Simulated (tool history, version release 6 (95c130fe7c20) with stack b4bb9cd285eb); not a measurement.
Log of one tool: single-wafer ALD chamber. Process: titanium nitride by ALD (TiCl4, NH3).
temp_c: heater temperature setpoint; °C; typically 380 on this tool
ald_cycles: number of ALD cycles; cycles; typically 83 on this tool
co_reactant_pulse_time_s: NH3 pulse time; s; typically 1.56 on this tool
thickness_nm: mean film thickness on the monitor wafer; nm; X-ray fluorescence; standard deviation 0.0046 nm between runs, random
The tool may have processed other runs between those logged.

run,hour,temp_c,ald_cycles,co_reactant_pulse_time_s,"read-back reference wafer on the same gauge, thickness_nm",thickness_nm
1,0,380,83,1.56,1.924,1.82
2,8,380,83,1.56,1.923,1.813
3,22.5,380,83,1.56,1.92,1.819
4,30.6,380,83,1.56,1.921,1.81
5,46.3,380,83,1.56,1.921,1.814
6,57.1,380,83,1.56,1.923,1.807
7,65.9,380,83,1.56,1.92,1.813
8,74.6,380,83,1.56,1.919,1.811
9,89.7,380,83,1.56,1.918,1.81
10,98.7,380,83,1.56,1.919,1.803
11,107.3,380,83,1.56,1.918,1.823
12,120.3,380,83,1.56,1.919,1.808
# hour 135.2: thermocouple changed; heater temperature recalibrated
13,138.2,371,83,1.56,1.918,1.794
14,146.9,371,83,1.56,1.916,1.78
15,160.5,380,83,1.56,1.916,1.813
16,170.7,380,83,1.56,1.916,1.818
17,179,369,83,1.56,1.917,1.783
18,187.6,380,83,1.56,1.915,1.806
19,201.8,380,72,1.12,1.914,1.524
# hour 214.2: gauge calibrated
20,216.6,375,73,1.16,1.94,1.551
21,231.5,367,83,1.56,1.936,1.79
22,243.7,369,95,2.14,1.935,2.105
23,250.4,380,83,1.56,1.933,1.833
24,264.5,380,76,1.56,1.931,1.666
# hour 272.6: showerhead replaced
25,280.5,380,70,1.18,1.931,1.504
26,292,370,67,2.07,1.926,1.482
27,305.6,380,73,1.24,1.927,1.565
28,316.1,380,83,1,1.927,1.74
29,325.9,366,83,2.11,1.925,1.818
30,333.6,380,83,1.56,1.925,1.815

The next listed run, before its measurement:
31,341.3,380,98,1.78,?,?

{"run 31": {"read-back reference wafer on the same gauge, thickness_nm": 1.921, "thickness_nm": 2.165}}
Take away the tool's hidden state, keep the run-to-run variation as it was, and the same run would have given thickness_nm 2.184 nm.
